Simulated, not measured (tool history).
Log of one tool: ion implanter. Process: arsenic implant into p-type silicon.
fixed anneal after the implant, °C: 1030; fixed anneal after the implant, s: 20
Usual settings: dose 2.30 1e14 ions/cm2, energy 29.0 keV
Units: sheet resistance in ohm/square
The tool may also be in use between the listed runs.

run     day  dose  energy  read-back reference wafer on the same gauge, sheet resistance  sheet resistance
  1   0.000  2.07    29.0                                                         314.78            390.86
  2   1.058  2.30    29.0                                                         314.95            359.83
  3   3.504  2.30    29.0                                                         315.00            361.97
  4   5.758  2.30    29.0                                                         315.26            362.38
  5   8.692  2.30    29.0                                                         314.90            360.72
  6   9.846  2.30    29.0                                                         314.96            360.73
  7  11.212  2.30    34.0                                                         315.05            353.80
  8  12.867  2.30    21.0                                                         315.34            377.99
     16.400  -- gauge calibrated
  9  16.912  2.30    21.0                                                         314.53            378.77
 10  19.704  2.30    21.0                                                         314.95            379.84
 11  21.462  2.30    29.0                                                         315.11            362.51
 12  23.212  2.30    29.0                                                         315.17            363.89
 13  29.038  2.30    29.0                                                         315.18            362.74
 14  32.000  2.11    29.0                                                         315.24            388.80
 15  34.800  1.95    37.0                                                         314.93            397.56
 16  37.429  2.30    33.5                                                         314.83            356.47
 17  40.392  2.05    34.5                                                         315.48            387.46
 18  42.017  2.30    29.0                                                         314.72            364.63
     44.471  -- Faraday cup replaced and dose calibrated
 19  44.492  2.73    37.5                                                         314.89            304.03
 20  46.704  2.91    35.5                                                         315.05            292.34
 21  49.479  2.01    35.0                                                         314.73            386.30
 22  50.571  2.58    22.5                                                         315.32            341.77
     51.300  -- extraction supply calibrated
 23  52.650  1.66    22.0                                                         315.02            475.48
 24  53.662  1.70    21.0                                                         315.12            470.45
 25  56.383  2.30    21.0                                                         314.81            376.50
 26  58.496  1.78    33.5                                                         315.04            424.71
 27  59.696  2.30    29.0                                                         315.03            358.44
 28  61.700  2.60    38.5                                                         314.93            315.52
 29  63.858  2.77    37.5                                                         314.81            301.12
 30  65.925  2.30    36.0                                                         315.15            347.94
 31  71.462  2.06    38.0                                                         314.84            374.70
 32  72.729  2.30    23.5                                                         315.09            371.21
 33  74.071  2.30    29.0                                                         314.94            358.61
 34  75.904  2.30    29.0                                                         315.12            359.48
 35  77.325  2.30    39.0                                                         314.89            345.17
 36  79.967  2.56    23.5                                                         315.08            343.80

Hidden state or all else? Some run-to-run changes of sheet resistance, split into what the settings, what came in and random variation would give without the hidden state, and what is left for the hidden state (with any gauge scatter that isn't in both results):
The hidden state here: deviation of the true dose from the Faraday cup's reading, %; deviation of the true energy from its setpoint, %; gauge reads high (%).
Run 13 -> 14: dose 2.30 -> 2.11. sheet resistance +26.06 ohm/square: hidden state +0.71, all else +25.35.
Run 16 -> 17: dose 2.30 -> 2.05, energy 33.5 -> 34.5. sheet resistance +30.99 ohm/square: hidden state +0.86, all else +30.13.
Run 18 -> 19: dose 2.30 -> 2.73, energy 29.0 -> 37.5, Faraday cup replaced and dose calibrated. sheet resistance -60.60 ohm/square: hidden state -6.61, all else -53.99.
Run 20 -> 21: dose 2.91 -> 2.01, energy 35.5 -> 35.0. sheet resistance +93.96 ohm/square: hidden state +0.04, all else +93.92.
Run 22 -> 23: dose 2.58 -> 1.66, energy 22.5 -> 22.0, extraction supply calibrated. sheet resistance +133.71 ohm/square: hidden state +0.07, all else +133.64.
Run 24 -> 25: dose 1.70 -> 2.30. sheet resistance -93.95 ohm/square: hidden state +0.01, all else -93.96.
